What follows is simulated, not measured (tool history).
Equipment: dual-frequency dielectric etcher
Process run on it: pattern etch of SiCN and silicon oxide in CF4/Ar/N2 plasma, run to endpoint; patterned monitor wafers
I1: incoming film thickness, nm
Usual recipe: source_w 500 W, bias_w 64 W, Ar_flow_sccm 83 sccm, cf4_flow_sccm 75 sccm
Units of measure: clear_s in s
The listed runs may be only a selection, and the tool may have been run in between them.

run 1 hour=0.0 | source_w=500 bias_w=64 Ar_flow_sccm=83 cf4_flow_sccm=75 | I1=12.48 | clear_s=13.6
run 2 hour=56.1 | source_w=500 bias_w=64 Ar_flow_sccm=99 cf4_flow_sccm=75 | I1=12.51 | clear_s=14.0
run 3 hour=94.8 | source_w=500 bias_w=64 Ar_flow_sccm=83 cf4_flow_sccm=75 | I1=12.58 | clear_s=13.8
-- hour=150.1 wet clean of the chamber
run 4 hour=150.6 | source_w=500 bias_w=64 Ar_flow_sccm=71 cf4_flow_sccm=79 | I1=12.44 | clear_s=13.8
run 5 hour=285.5 | source_w=500 bias_w=64 Ar_flow_sccm=71 cf4_flow_sccm=79 | I1=12.52 | clear_s=13.5
run 6 hour=323.2 | source_w=500 bias_w=64 Ar_flow_sccm=83 cf4_flow_sccm=75 | I1=12.58 | clear_s=14.0
run 7 hour=380.2 | source_w=500 bias_w=64 Ar_flow_sccm=83 cf4_flow_sccm=75 | I1=12.49 | clear_s=13.9
-- hour=445.0 Ar flow controller replaced
run 8 hour=514.8 | source_w=500 bias_w=64 Ar_flow_sccm=83 cf4_flow_sccm=75 | I1=12.59 | clear_s=14.2
run 9 hour=540.7 | source_w=500 bias_w=64 Ar_flow_sccm=87 cf4_flow_sccm=75 | I1=12.45 | clear_s=13.8
run 10 hour=587.7 | source_w=500 bias_w=64 Ar_flow_sccm=83 cf4_flow_sccm=75 | I1=12.59 | clear_s=13.9
run 11 hour=627.6 | source_w=500 bias_w=64 Ar_flow_sccm=83 cf4_flow_sccm=75 | I1=12.57 | clear_s=14.0
-- hour=675.8 wet clean of the chamber
-- hour=676.4 source power generator calibrated
run 12 hour=682.2 | source_w=500 bias_w=64 Ar_flow_sccm=83 cf4_flow_sccm=75 | I1=12.50 | clear_s=15.4
run 13 hour=731.7 | source_w=450 bias_w=64 Ar_flow_sccm=83 cf4_flow_sccm=67 | I1=12.59 | clear_s=17.4
run 14 hour=783.6 | source_w=500 bias_w=64 Ar_flow_sccm=83 cf4_flow_sccm=58 | I1=12.59 | clear_s=15.8
-- hour=799.3 CF4 flow controller replaced
-- hour=838.0 bias power generator calibrated
run 15 hour=849.1 | source_w=500 bias_w=64 Ar_flow_sccm=83 cf4_flow_sccm=75 | I1=12.48 | clear_s=15.1
-- hour=939.3 upper electrode replaced
run 16 hour=939.8 | source_w=500 bias_w=64 Ar_flow_sccm=63 cf4_flow_sccm=75 | I1=12.41 | clear_s=14.4
-- hour=984.3 wet clean of the chamber, repeated, since the last time left the tool worse
run 17 hour=986.1 | source_w=500 bias_w=64 Ar_flow_sccm=83 cf4_flow_sccm=75 | I1=12.48 | clear_s=14.5
run 18 hour=1018.6 | source_w=500 bias_w=64 Ar_flow_sccm=102 cf4_flow_sccm=58 | I1=12.59 | clear_s=15.5
run 19 hour=1088.7 | source_w=500 bias_w=64 Ar_flow_sccm=70 cf4_flow_sccm=69 | I1=12.44 | clear_s=14.1
run 20 hour=1138.6 | source_w=500 bias_w=64 Ar_flow_sccm=83 cf4_flow_sccm=89 | I1=12.49 | clear_s=13.9
run 21 hour=1194.5 | source_w=440 bias_w=64 Ar_flow_sccm=83 cf4_flow_sccm=88 | I1=12.56 | clear_s=15.9
run 22 hour=1250.6 | source_w=440 bias_w=64 Ar_flow_sccm=83 cf4_flow_sccm=88 | I1=12.51 | clear_s=16.1
run 23 hour=1306.6 | source_w=500 bias_w=64 Ar_flow_sccm=83 cf4_flow_sccm=89 | I1=12.39 | clear_s=13.8
run 24 hour=1362.9 | source_w=500 bias_w=78 Ar_flow_sccm=83 cf4_flow_sccm=75 | I1=12.43 | clear_s=13.2

Had the tool no unlogged condition, and each run kept its random variation, what would the results have been?
The tool's hidden condition here consists of: etch rate over this chamber's usual, %; source power that arrives over what is set, %; bias power that arrives over what is set, %; Ar flow that arrives over what is set, %; CF4 flow that arrives over what is set, %.
run=1 clear_s=14.0
run=2 clear_s=14.5
run=3 clear_s=14.3
run=4 clear_s=13.8
run=5 clear_s=13.7
run=6 clear_s=14.2
run=7 clear_s=14.2
run=8 clear_s=14.6
run=9 clear_s=14.2
run=10 clear_s=14.3
run=11 clear_s=14.5
run=12 clear_s=14.3
run=13 clear_s=16.3
run=14 clear_s=14.8
run=15 clear_s=14.2
run=16 clear_s=13.6
run=17 clear_s=14.3
run=18 clear_s=15.4
run=19 clear_s=14.1
run=20 clear_s=13.9
run=21 clear_s=16.0
run=22 clear_s=16.2
run=23 clear_s=14.0
run=24 clear_s=13.4
